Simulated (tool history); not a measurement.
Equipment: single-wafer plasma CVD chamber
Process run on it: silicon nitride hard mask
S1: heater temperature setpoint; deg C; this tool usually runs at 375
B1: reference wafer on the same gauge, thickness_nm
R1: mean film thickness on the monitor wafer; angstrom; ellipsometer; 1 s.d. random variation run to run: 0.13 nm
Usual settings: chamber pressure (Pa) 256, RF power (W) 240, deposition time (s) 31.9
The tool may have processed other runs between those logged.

Run 1, day 0.000: usual settings; B1 32.975. Result: R1 317.58 angstrom.
At day 1.000: showerhead replaced.
Run 2, day 1.021: usual settings; B1 33.057. Result: R1 317.17 angstrom.
Run 3, day 1.288: usual settings; B1 33.016. Result: R1 319.16 angstrom.
Run 4, day 1.908: usual settings; B1 33.022. Result: R1 318.11 angstrom.
Run 5, day 2.308: usual settings; B1 33.023. Result: R1 319.68 angstrom.
Run 6, day 2.796: usual settings but S1 385 deg C; B1 32.992. Result: R1 316.41 angstrom.
Run 7, day 3.417: usual settings but RF power (W) 195; B1 33.001. Result: R1 288.35 angstrom.
Run 8, day 3.904: usual settings; B1 33.042. Result: R1 318.39 angstrom.
Run 9, day 4.579: usual settings but S1 360 deg C, chamber pressure (Pa) 283, RF power (W) 195, deposition time (s) 33.6; B1 32.983. Result: R1 308.38 angstrom.
Run 10, day 4.854: usual settings; B1 33.040. Result: R1 318.53 angstrom.
Run 11, day 5.454: usual settings but deposition time (s) 28.8; B1 32.985. Result: R1 288.22 angstrom.
Run 12, day 5.767: usual settings but chamber pressure (Pa) 225, RF power (W) 200; B1 33.029. Result: R1 285.73 angstrom.
Run 13, day 6.308: usual settings but S1 385 deg C, chamber pressure (Pa) 309, deposition time (s) 37.1; B1 33.062. Result: R1 377.60 angstrom.
At day 7.000: thermocouple changed; heater temperature recalibrated.
Run 14, day 7.021: usual settings but S1 369 deg C, RF power (W) 215, deposition time (s) 28.2; B1 33.034. Result: R1 268.13 angstrom.
At day 7.862: capacitance manometer re-zeroed and calibrated.
At day 7.904: RF generator calibrated.
Run 15, day 8.392: usual settings but RF power (W) 200, deposition time (s) 36.5; B1 33.007. Result: R1 335.89 angstrom.
At day 8.567: gauge calibrated.
Run 16, day 8.842: usual settings but chamber pressure (Pa) 209, deposition time (s) 38.1; B1 33.015. Result: R1 370.65 angstrom.
Run 17, day 9.379: usual settings but S1 379 deg C, deposition time (s) 26.2; B1 32.994. Result: R1 261.63 angstrom.
Run 18, day 9.812: usual settings but S1 388 deg C, chamber pressure (Pa) 313, RF power (W) 260, deposition time (s) 26.2; B1 33.003. Result: R1 276.45 angstrom.
Run 19, day 10.458: usual settings; B1 33.003. Result: R1 316.94 angstrom.
Run 20, day 10.788: usual settings; B1 32.999. Result: R1 318.55 angstrom.
Run 21, day 11.533: usual settings; B1 32.965. Result: R1 318.54 angstrom.
Run 22, day 12.062: usual settings but S1 386 deg C, chamber pressure (Pa) 237, deposition time (s) 38.1; B1 33.000. Result: R1 375.15 angstrom.
Run 23, day 12.775: usual settings; B1 33.033. Result: R1 318.99 angstrom.
Run 24, day 13.050: usual settings but S1 381 deg C, chamber pressure (Pa) 320; B1 33.020. Result: R1 326.35 angstrom.
Run 25, day 13.312: usual settings but S1 369 deg C, chamber pressure (Pa) 275, RF power (W) 200, deposition time (s) 28.3; B1 33.028. Result: R1 264.02 angstrom.
Run 26, day 13.612: usual settings but S1 369 deg C, chamber pressure (Pa) 292, RF power (W) 255; B1 32.998. Result: R1 333.16 angstrom.

Estimate the outcome of run 27 from the log above:
Run 27, day 14.125: usual settings but chamber pressure (Pa) 295, deposition time (s) 25.6; B1 ?. Result: R1 ?.

Run 27 produced B1 33.014, R1 258.23 angstrom.
With no hidden state in the tool, this same run would have given R1 258.23 angstrom.
